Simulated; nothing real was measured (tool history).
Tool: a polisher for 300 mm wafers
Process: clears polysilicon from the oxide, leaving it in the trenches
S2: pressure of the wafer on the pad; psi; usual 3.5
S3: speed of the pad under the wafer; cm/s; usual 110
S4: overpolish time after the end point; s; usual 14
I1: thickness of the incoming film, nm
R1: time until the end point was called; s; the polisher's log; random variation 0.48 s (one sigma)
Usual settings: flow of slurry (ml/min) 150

{"run": 1, "hour": 0.0, "flow of slurry (ml/min)": 150, "S2": 3.5, "S3": 110, "S4": 14, "I1": 582.1, "R1": 33.1}
{"hour": 1.6, "done": "worn pad replaced by a new one"}
{"run": 2, "hour": 19.4, "flow of slurry (ml/min)": 150, "S2": 3.5, "S3": 110, "S4": 14, "I1": 580.5, "R1": 30.9}
{"run": 3, "hour": 35.6, "flow of slurry (ml/min)": 150, "S2": 3.5, "S3": 110, "S4": 14, "I1": 583.6, "R1": 30.2}
{"run": 4, "hour": 52.1, "flow of slurry (ml/min)": 150, "S2": 3.5, "S3": 110, "S4": 14, "I1": 581.7, "R1": 30.5}
{"run": 5, "hour": 81.1, "flow of slurry (ml/min)": 150, "S2": 3.5, "S3": 110, "S4": 14, "I1": 572.5, "R1": 31}
{"hour": 96.6, "done": "worn pad replaced by a new one"}
{"run": 6, "hour": 115.3, "flow of slurry (ml/min)": 175, "S2": 3.5, "S3": 110, "S4": 14, "I1": 582.7, "R1": 33.3}
{"hour": 119.9, "done": "slurry nozzle cleaned"}
{"run": 7, "hour": 146.9, "flow of slurry (ml/min)": 175, "S2": 3.5, "S3": 110, "S4": 14, "I1": 585.6, "R1": 35}
{"hour": 154.3, "done": "worn pad replaced by a new one, repeated, since the last time left the tool worse"}
{"run": 8, "hour": 164.3, "flow of slurry (ml/min)": 175, "S2": 3.5, "S3": 110, "S4": 14, "I1": 572.7, "R1": 29.1}
{"run": 9, "hour": 182.5, "flow of slurry (ml/min)": 150, "S2": 3.5, "S3": 110, "S4": 14, "I1": 579.4, "R1": 30.9}
{"run": 10, "hour": 200.2, "flow of slurry (ml/min)": 150, "S2": 3.9, "S3": 130, "S4": 14, "I1": 577.2, "R1": 23.5}
{"run": 11, "hour": 217.5, "flow of slurry (ml/min)": 150, "S2": 4.6, "S3": 110, "S4": 14, "I1": 589.7, "R1": 26}
{"run": 12, "hour": 237.3, "flow of slurry (ml/min)": 150, "S2": 2.7, "S3": 110, "S4": 10, "I1": 576.6, "R1": 39.4}
{"hour": 240.5, "done": "head pressure recalibrated"}
{"hour": 247.1, "done": "worn pad replaced by a new one"}
{"run": 13, "hour": 254.6, "flow of slurry (ml/min)": 150, "S2": 3.5, "S3": 110, "S4": 14, "I1": 587.9, "R1": 30.7}
{"run": 14, "hour": 274.3, "flow of slurry (ml/min)": 115, "S2": 3.5, "S3": 98, "S4": 10, "I1": 588.4, "R1": 37.2}
{"run": 15, "hour": 305.3, "flow of slurry (ml/min)": 125, "S2": 3.5, "S3": 110, "S4": 14, "I1": 589.1, "R1": 32.2}
{"hour": 322.3, "done": "worn pad replaced by a new one"}
{"run": 16, "hour": 335.6, "flow of slurry (ml/min)": 150, "S2": 3.5, "S3": 110, "S4": 14, "I1": 575, "R1": 29.6}
{"run": 17, "hour": 353.2, "flow of slurry (ml/min)": 115, "S2": 2.4, "S3": 78, "S4": 11, "I1": 581.1, "R1": 59.6}

5 ways to go on from here, each from the tool as it stands after run 17. What would each give?
{"run": "A", "hour": 353.6, "flow of slurry (ml/min)": 180, "S2": 3.5, "S3": 110, "S4": 14, "I1": 583.1, "R1": "?"}
{"run": "B", "hour": 353.6, "flow of slurry (ml/min)": 150, "S2": 3.5, "S3": 84, "S4": 14, "I1": 583.1, "R1": "?"}
{"run": "C", "hour": 353.6, "flow of slurry (ml/min)": 150, "S2": 4.2, "S3": 148, "S4": 10, "I1": 583.1, "R1": "?"}
{"run": "D", "hour": 353.6, "flow of slurry (ml/min)": 170, "S2": 3.5, "S3": 92, "S4": 16, "I1": 583.1, "R1": "?"}
{"run": "E", "hour": 353.6, "flow of slurry (ml/min)": 190, "S2": 4.1, "S3": 134, "S4": 19, "I1": 583.1, "R1": "?"}

run=A R1=29.8
run=B R1=40.2
run=C R1=19.5
run=D R1=35.9
run=E R1=21.2
Without the tool's hidden state the same runs would have given:
run=A R1=29.4
run=B R1=39.6
run=C R1=19.2
run=D R1=35.4
run=E R1=20.9
